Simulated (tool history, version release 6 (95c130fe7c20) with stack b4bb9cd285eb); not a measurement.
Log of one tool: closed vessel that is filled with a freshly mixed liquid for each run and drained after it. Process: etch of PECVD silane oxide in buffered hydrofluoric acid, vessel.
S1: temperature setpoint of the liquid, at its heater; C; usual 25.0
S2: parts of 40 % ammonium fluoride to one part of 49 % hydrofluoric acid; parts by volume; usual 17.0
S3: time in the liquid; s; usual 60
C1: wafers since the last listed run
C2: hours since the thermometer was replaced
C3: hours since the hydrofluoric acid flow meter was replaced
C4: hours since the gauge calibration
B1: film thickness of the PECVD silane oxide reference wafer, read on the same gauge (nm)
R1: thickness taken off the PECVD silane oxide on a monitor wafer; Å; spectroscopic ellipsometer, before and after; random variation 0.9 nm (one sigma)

run,hour,S1,S2,S3,C1,C2,C3,C4,B1,R1
1,0.0,23.0,17.0,60,0,25.0,283.9,608.4,110.03,989.2
2,93.8,25.0,17.0,40,12691,118.8,377.7,702.2,110.03,740.3
3,195.9,25.0,17.0,40,13814,220.9,479.8,804.3,109.99,720.7
4,238.6,25.0,17.0,40,5777,263.6,522.5,847.0,110.03,713.8
5,331.8,25.0,17.0,60,12610,356.8,615.7,940.2,110.01,1079.9
6,391.7,25.0,17.0,60,8104,416.7,675.6,1000.1,109.97,1070.1
7,482.2,25.0,17.0,60,12244,507.2,766.1,1090.6,110.02,1065.2
8,589.7,25.0,17.0,60,14544,614.7,873.6,1198.1,110.02,1066.7
9,672.7,25.0,17.0,60,11230,697.7,956.6,1281.1,110.02,1073.0
10,719.5,28.5,17.0,75,6332,744.5,1003.4,1327.9,110.01,1617.8
11,809.5,28.5,17.0,75,12177,834.5,1093.4,1417.9,109.98,1568.9
# hour 871.1: thermometer replaced
12,924.5,28.5,17.0,75,15424,53.4,1208.4,1532.9,109.97,1668.2
# hour 1193.3: hydrofluoric acid flow meter replaced
13,1197.1,25.0,22.5,60,36748,326.0,3.8,1805.5,110.04,846.9
14,1271.6,23.0,21.5,80,10080,400.5,78.3,1880.0,110.03,1045.1
15,1310.3,28.0,13.0,60,5236,439.2,117.0,1918.7,109.98,1648.1
16,1348.7,25.0,17.0,60,5195,477.6,155.4,1957.1,109.99,1068.0
# hour 1350.9: gauge calibrated
17,1418.3,25.0,17.0,60,9417,547.2,225.0,67.4,109.99,1081.0
18,1508.1,25.0,17.0,60,12150,637.0,314.8,157.2,110.00,1058.4
19,1549.6,27.5,17.0,70,5615,678.5,356.3,198.7,109.99,1423.2
20,1602.0,28.5,10.5,40,7089,730.9,408.7,251.1,110.00,1370.1
# hour 1683.1: thermometer replaced
21,1703.0,23.5,19.0,30,13530,19.9,509.7,352.1,110.01,454.9
22,1785.5,20.5,17.0,50,11162,102.4,592.2,434.6,109.97,718.5
23,1877.2,25.0,17.0,40,12407,194.1,683.9,526.3,110.00,726.3
24,1943.8,28.0,20.5,60,9011,260.7,750.5,592.9,109.99,1063.8
25,2043.5,21.0,17.0,40,13489,360.4,850.2,692.6,109.99,571.2
26,2148.8,29.5,14.0,35,14247,465.7,955.5,797.9,109.99,954.1

5 ways to go on from here, each from the tool as it stands after run 26. What would each give?
A,2149.5,25.0,17.0,60,94,466.4,956.2,798.6,?,?
B,2149.5,25.0,17.0,30,94,466.4,956.2,798.6,?,?
C,2149.5,22.5,17.0,60,94,466.4,956.2,798.6,?,?
D,2149.5,25.0,10.5,35,94,466.4,956.2,798.6,?,?
E,2149.5,29.0,17.0,30,94,466.4,956.2,798.6,?,?

run,B1,R1
A,110.01,1070.2
B,110.01,535.1
C,110.01,932.8
D,110.01,1000.9
E,110.01,663.7
Without the tool's hidden state the same runs would have given:
run,R1
A,1104.6
B,552.3
C,963.3
D,1032.9
E,684.5
